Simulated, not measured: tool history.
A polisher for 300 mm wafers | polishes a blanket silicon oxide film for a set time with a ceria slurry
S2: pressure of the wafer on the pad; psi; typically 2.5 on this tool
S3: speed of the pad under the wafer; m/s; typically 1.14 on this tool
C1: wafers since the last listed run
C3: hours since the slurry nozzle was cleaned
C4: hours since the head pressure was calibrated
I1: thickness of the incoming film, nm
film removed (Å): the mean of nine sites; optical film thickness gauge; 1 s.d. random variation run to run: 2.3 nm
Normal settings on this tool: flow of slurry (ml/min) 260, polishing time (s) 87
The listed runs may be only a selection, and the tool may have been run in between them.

run 1 hour=0.0 | flow_of_slurry_(ml/min)=260 S2=2.5 S3=1.14 polishing_time_(s)=87 | C1=0 wafers_polished_on_this_pad=2494 C3=243.2 C4=44.3 | I1=1326.5 | film_removed_(Å)=2566
run 2 hour=70.5 | flow_of_slurry_(ml/min)=260 S2=2.5 S3=0.98 polishing_time_(s)=87 | C1=575 wafers_polished_on_this_pad=3070 C3=313.7 C4=114.8 | I1=1349.8 | film_removed_(Å)=2308
run 3 hour=115.0 | flow_of_slurry_(ml/min)=260 S2=2.5 S3=0.98 polishing_time_(s)=87 | C1=363 wafers_polished_on_this_pad=3433 C3=358.2 C4=159.3 | I1=1312.9 | film_removed_(Å)=2309
-- hour=118.7 slurry nozzle cleaned, repeated, since the last time left the tool worse
run 4 hour=179.8 | flow_of_slurry_(ml/min)=260 S2=2.5 S3=0.98 polishing_time_(s)=87 | C1=521 wafers_polished_on_this_pad=3954 C3=61.1 C4=224.1 | I1=1325.0 | film_removed_(Å)=2563
run 5 hour=215.5 | flow_of_slurry_(ml/min)=260 S2=2.5 S3=1.14 polishing_time_(s)=87 | C1=291 wafers_polished_on_this_pad=4246 C3=96.8 C4=259.8 | I1=1354.9 | film_removed_(Å)=2875
run 6 hour=250.9 | flow_of_slurry_(ml/min)=260 S2=2.5 S3=1.14 polishing_time_(s)=87 | C1=289 wafers_polished_on_this_pad=4535 C3=132.2 C4=295.2 | I1=1318.2 | film_removed_(Å)=2836
-- hour=285.5 worn pad replaced by a new one
run 7 hour=305.1 | flow_of_slurry_(ml/min)=260 S2=2.5 S3=1.14 polishing_time_(s)=87 | C1=409 wafers_polished_on_this_pad=159 C3=186.4 C4=349.4 | I1=1355.0 | film_removed_(Å)=2834
run 8 hour=369.6 | flow_of_slurry_(ml/min)=260 S2=2.5 S3=1.14 polishing_time_(s)=109 | C1=526 wafers_polished_on_this_pad=686 C3=250.9 C4=413.9 | I1=1346.9 | film_removed_(Å)=3533
run 9 hour=403.9 | flow_of_slurry_(ml/min)=260 S2=2.5 S3=1.14 polishing_time_(s)=109 | C1=280 wafers_polished_on_this_pad=966 C3=285.2 C4=448.2 | I1=1322.3 | film_removed_(Å)=3510
run 10 hour=434.3 | flow_of_slurry_(ml/min)=260 S2=2.5 S3=1.14 polishing_time_(s)=109 | C1=248 wafers_polished_on_this_pad=1215 C3=315.6 C4=478.6 | I1=1339.9 | film_removed_(Å)=3552
run 11 hour=488.2 | flow_of_slurry_(ml/min)=260 S2=2.5 S3=1.34 polishing_time_(s)=87 | C1=440 wafers_polished_on_this_pad=1655 C3=369.5 C4=532.5 | I1=1349.6 | film_removed_(Å)=3133
-- hour=539.9 head pressure recalibrated
run 12 hour=554.0 | flow_of_slurry_(ml/min)=260 S2=2.5 S3=1.34 polishing_time_(s)=87 | C1=521 wafers_polished_on_this_pad=2176 C3=435.3 C4=14.1 | I1=1346.2 | film_removed_(Å)=3164
run 13 hour=596.6 | flow_of_slurry_(ml/min)=260 S2=2.5 S3=1.14 polishing_time_(s)=87 | C1=347 wafers_polished_on_this_pad=2524 C3=477.9 C4=56.7 | I1=1327.9 | film_removed_(Å)=2776
run 14 hour=668.0 | flow_of_slurry_(ml/min)=260 S2=2.5 S3=1.14 polishing_time_(s)=87 | C1=583 wafers_polished_on_this_pad=3107 C3=549.3 C4=128.1 | I1=1346.9 | film_removed_(Å)=2782
-- hour=685.4 slurry nozzle cleaned
run 15 hour=721.6 | flow_of_slurry_(ml/min)=260 S2=2.5 S3=1.14 polishing_time_(s)=87 | C1=429 wafers_polished_on_this_pad=3536 C3=36.2 C4=181.7 | I1=1318.3 | film_removed_(Å)=2857
-- hour=776.9 worn pad replaced by a new one
run 16 hour=789.1 | flow_of_slurry_(ml/min)=260 S2=2.5 S3=0.98 polishing_time_(s)=87 | C1=518 wafers_polished_on_this_pad=99 C3=103.7 C4=249.2 | I1=1312.3 | film_removed_(Å)=2594
run 17 hour=842.0 | flow_of_slurry_(ml/min)=350 S2=2.5 S3=1.26 polishing_time_(s)=110 | C1=432 wafers_polished_on_this_pad=531 C3=156.6 C4=302.1 | I1=1340.6 | film_removed_(Å)=3940
run 18 hour=885.6 | flow_of_slurry_(ml/min)=215 S2=2.5 S3=1.14 polishing_time_(s)=87 | C1=356 wafers_polished_on_this_pad=887 C3=200.2 C4=345.7 | I1=1332.5 | film_removed_(Å)=2742
run 19 hour=945.3 | flow_of_slurry_(ml/min)=300 S2=2.5 S3=0.92 polishing_time_(s)=97 | C1=487 wafers_polished_on_this_pad=1375 C3=259.9 C4=405.4 | I1=1314.4 | film_removed_(Å)=2795
-- hour=994.9 head pressure recalibrated
run 20 hour=1016.7 | flow_of_slurry_(ml/min)=235 S2=1.8 S3=1.38 polishing_time_(s)=97 | C1=566 wafers_polished_on_this_pad=1942 C3=331.3 C4=21.8 | I1=1333.8 | film_removed_(Å)=2513
run 21 hour=1071.2 | flow_of_slurry_(ml/min)=260 S2=2.5 S3=0.82 polishing_time_(s)=101 | C1=445 wafers_polished_on_this_pad=2387 C3=385.8 C4=76.3 | I1=1340.5 | film_removed_(Å)=2628
run 22 hour=1119.6 | flow_of_slurry_(ml/min)=185 S2=1.7 S3=0.80 polishing_time_(s)=87 | C1=395 wafers_polished_on_this_pad=2782 C3=434.2 C4=124.7 | I1=1338.5 | film_removed_(Å)=1418
run 23 hour=1147.5 | flow_of_slurry_(ml/min)=260 S2=2.5 S3=1.14 polishing_time_(s)=87 | C1=227 wafers_polished_on_this_pad=3010 C3=462.1 C4=152.6 | I1=1314.7 | film_removed_(Å)=2797
run 24 hour=1187.9 | flow_of_slurry_(ml/min)=260 S2=2.5 S3=1.14 polishing_time_(s)=87 | C1=329 wafers_polished_on_this_pad=3340 C3=502.5 C4=193.0 | I1=1312.8 | film_removed_(Å)=2801
run 25 hour=1232.7 | flow_of_slurry_(ml/min)=290 S2=2.2 S3=1.02 polishing_time_(s)=95 | C1=365 wafers_polished_on_this_pad=3706 C3=547.3 C4=237.8 | I1=1331.0 | film_removed_(Å)=2507
-- hour=1271.1 slurry nozzle cleaned
run 26 hour=1291.5 | flow_of_slurry_(ml/min)=260 S2=2.9 S3=1.14 polishing_time_(s)=66 | C1=472 wafers_polished_on_this_pad=4178 C3=20.4 C4=296.6 | I1=1343.1 | film_removed_(Å)=2519
-- hour=1296.9 worn pad replaced by a new one
run 27 hour=1335.6 | flow_of_slurry_(ml/min)=260 S2=2.5 S3=1.14 polishing_time_(s)=87 | C1=327 wafers_polished_on_this_pad=315 C3=64.5 C4=340.7 | I1=1311.6 | film_removed_(Å)=2848
run 28 hour=1407.4 | flow_of_slurry_(ml/min)=260 S2=2.1 S3=1.14 polishing_time_(s)=117 | C1=586 wafers_polished_on_this_pad=902 C3=136.3 C4=412.5 | I1=1350.8 | film_removed_(Å)=3262
run 29 hour=1448.4 | flow_of_slurry_(ml/min)=260 S2=2.5 S3=0.80 polishing_time_(s)=67 | C1=334 wafers_polished_on_this_pad=1237 C3=177.3 C4=453.5 | I1=1337.7 | film_removed_(Å)=1769
run 30 hour=1495.1 | flow_of_slurry_(ml/min)=260 S2=2.5 S3=1.50 polishing_time_(s)=111 | C1=381 wafers_polished_on_this_pad=1618 C3=224.0 C4=500.2 | I1=1333.2 | film_removed_(Å)=4350
run 31 hour=1540.9 | flow_of_slurry_(ml/min)=260 S2=3.3 S3=1.14 polishing_time_(s)=87 | C1=374 wafers_polished_on_this_pad=1992 C3=269.8 C4=546.0 | I1=1324.5 | film_removed_(Å)=3697
-- hour=1550.0 head pressure recalibrated
run 32 hour=1610.0 | flow_of_slurry_(ml/min)=220 S2=2.5 S3=1.00 polishing_time_(s)=112 | C1=547 wafers_polished_on_this_pad=2540 C3=338.9 C4=60.0 | I1=1320.9 | film_removed_(Å)=3238
run 33 hour=1634.2 | flow_of_slurry_(ml/min)=305 S2=2.5 S3=0.78 polishing_time_(s)=100 | C1=197 wafers_polished_on_this_pad=2738 C3=363.1 C4=84.2 | I1=1314.1 | film_removed_(Å)=2618
run 34 hour=1692.2 | flow_of_slurry_(ml/min)=260 S2=2.1 S3=1.00 polishing_time_(s)=87 | C1=473 wafers_polished_on_this_pad=3211 C3=421.1 C4=142.2 | I1=1355.3 | film_removed_(Å)=2125
-- hour=1712.8 slurry nozzle cleaned
run 35 hour=1742.4 | flow_of_slurry_(ml/min)=220 S2=1.8 S3=1.14 polishing_time_(s)=87 | C1=401 wafers_polished_on_this_pad=3613 C3=29.6 C4=192.4 | I1=1333.3 | film_removed_(Å)=2030
-- hour=1763.4 worn pad replaced by a new one
run 36 hour=1793.2 | flow_of_slurry_(ml/min)=190 S2=2.5 S3=1.34 polishing_time_(s)=87 | C1=382 wafers_polished_on_this_pad=243 C3=80.4 C4=243.2 | I1=1351.8 | film_removed_(Å)=3033
run 37 hour=1851.5 | flow_of_slurry_(ml/min)=260 S2=2.5 S3=1.14 polishing_time_(s)=97 | C1=476 wafers_polished_on_this_pad=719 C3=138.7 C4=301.5 | I1=1320.0 | film_removed_(Å)=3127
run 38 hour=1903.5 | flow_of_slurry_(ml/min)=285 S2=1.8 S3=0.80 polishing_time_(s)=95 | C1=424 wafers_polished_on_this_pad=1144 C3=190.7 C4=353.5 | I1=1329.2 | film_removed_(Å)=1795

Forecast each of these 3 alternatives for the next run:
run A hour=1904.0 | flow_of_slurry_(ml/min)=260 S2=2.5 S3=1.14 polishing_time_(s)=87 | C1=4 wafers_polished_on_this_pad=1148 C3=191.2 C4=354.0 | I1=1337.6 | film_removed_(Å)=?
run B hour=1904.0 | flow_of_slurry_(ml/min)=260 S2=1.9 S3=1.14 polishing_time_(s)=87 | C1=4 wafers_polished_on_this_pad=1148 C3=191.2 C4=354.0 | I1=1337.6 | film_removed_(Å)=?
run C hour=1904.0 | flow_of_slurry_(ml/min)=330 S2=3.2 S3=1.14 polishing_time_(s)=87 | C1=4 wafers_polished_on_this_pad=1148 C3=191.2 C4=354.0 | I1=1337.6 | film_removed_(Å)=?

run=A film_removed_(Å)=2795
run=B film_removed_(Å)=2124
run=C film_removed_(Å)=3670
Without the tool's unlogged condition, the same runs would have read:
run=A film_removed_(Å)=2824
run=B film_removed_(Å)=2146
run=C film_removed_(Å)=3700
